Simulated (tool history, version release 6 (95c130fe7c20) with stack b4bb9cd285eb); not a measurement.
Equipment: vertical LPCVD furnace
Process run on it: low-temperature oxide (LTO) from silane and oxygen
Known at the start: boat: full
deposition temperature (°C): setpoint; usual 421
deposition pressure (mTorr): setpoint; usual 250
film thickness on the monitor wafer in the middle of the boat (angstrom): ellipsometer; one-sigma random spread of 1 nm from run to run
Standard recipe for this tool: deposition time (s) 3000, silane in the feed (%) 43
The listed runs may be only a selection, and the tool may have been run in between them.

run,hour,deposition temperature (°C),deposition pressure (mTorr),deposition time (s),silane in the feed (%),wafers since the last listed run,hours since the last temperature calibration,hours since the pressure gauge was zeroed,hours since the silane flow controller was replaced,hours since the gauge calibration,"read-back reference wafer on the same gauge, thickness",film thickness on the monitor wafer in the middle of the boat (angstrom)
1,0,421,250,2220,43,0,2732.9,1574.5,5334.2,122.9,682.91,4879.7
2,7.9,421,215,3000,43,135,2740.8,1582.4,5342.1,130.8,683.02,5630.8
3,21.1,421,215,3000,43,226,2754,1595.6,5355.3,144,682.94,5627.9
4,31,421,215,3000,43,170,2763.9,1605.5,5365.2,153.9,682.96,5627.8
5,48.4,421,250,3000,39,299,2781.3,1622.9,5382.6,171.3,683.11,5943
6,66.7,421,250,3000,39,314,2799.6,1641.2,5400.9,189.6,682.91,5940.9
7,85.8,421,250,3000,39,328,2818.7,1660.3,5420,208.7,683.1,5954.3
8,104.5,421,250,3600,43,321,2837.4,1679,5438.7,227.4,683.26,7938.5
# hour 129.2: pressure gauge zeroed
9,129.7,421,250,3600,43,20,2862.6,0.5,5463.9,252.6,682.86,8264.8
10,134.3,421,250,3000,46,79,2867.2,5.1,5468.5,257.2,682.98,7348.9
11,151.9,421,250,3000,46,302,2884.8,22.7,5486.1,274.8,682.9,7337.2
12,163.2,421,250,3000,43,194,2896.1,34,5497.4,286.1,683,6848.8
13,181.1,421,250,3000,43,307,2914,51.9,5515.3,304,682.97,6858.2
14,194.5,421,295,3000,43,230,2927.4,65.3,5528.7,317.4,683.05,8100.1
15,207.2,421,250,3000,43,218,2940.1,78,5541.4,330.1,683.06,6834.3
16,216.3,421,250,3000,43,156,2949.2,87.1,5550.5,339.2,682.93,6835
# hour 226.9: gauge calibrated
# hour 242.1: thermocouples replaced and temperature profile calibrated
# hour 266.5: silane flow controller replaced
17,267,421,265,4080,48,46,24.9,137.8,0.5,40.1,682.97,10605.1
18,271.6,421,205,2580,43,79,29.5,142.4,5.1,44.7,682.99,4668.6
19,276.2,421,250,4050,49,79,34.1,147,9.7,49.3,683.04,10113.4
20,280.9,429,250,3000,38,80,38.8,151.7,14.4,54,683.2,6296.5
21,285.5,421,270,3000,43,79,43.4,156.3,19,58.6,683,7174.2
22,290.1,421,250,1830,50,79,48,160.9,23.6,63.2,683.05,4631.6
23,302.7,421,250,2190,43,216,60.6,173.5,36.2,75.8,683.22,4845.6
24,319.3,415,250,3000,43,285,77.2,190.1,52.8,92.4,683.24,6244
25,336,421,215,4200,43,287,93.9,206.8,69.5,109.1,683.21,7949.2
26,346.2,421,225,3000,43,175,104.1,217,79.7,119.3,683.02,5931.1
27,360.8,425,295,2190,39,250,118.7,231.6,94.3,133.9,683.08,5359.9
28,368.8,421,270,3000,43,137,126.7,239.6,102.3,141.9,682.86,7144.5
29,383.2,421,250,2670,43,247,141.1,254,116.7,156.3,682.92,5873.5
30,397.9,421,225,3480,45,252,155.8,268.7,131.4,171,683,7161.9
31,405.9,421,285,3000,43,137,163.8,276.7,139.4,179,682.95,7533.3

Alternative continuations, all from the tool just after run 31; predict every row:
A,410.6,421,310,3000,43,80,168.5,281.4,144.1,183.7,?,?
B,410.6,421,195,4050,43,80,168.5,281.4,144.1,183.7,?,?
C,410.6,410,205,1920,40,80,168.5,281.4,144.1,183.7,?,?
D,410.6,431,250,2460,43,80,168.5,281.4,144.1,183.7,?,?

run,"read-back reference wafer on the same gauge, thickness",film thickness on the monitor wafer in the middle of the boat (angstrom)
A,683.14,8216
B,683.14,6880.8
C,683.14,2837.4
D,683.14,5953.8
With no hidden state in the tool, these same runs would have given:
run,film thickness on the monitor wafer in the middle of the boat (angstrom)
A,8368.4
B,7106.4
C,2924.1
D,6099.5
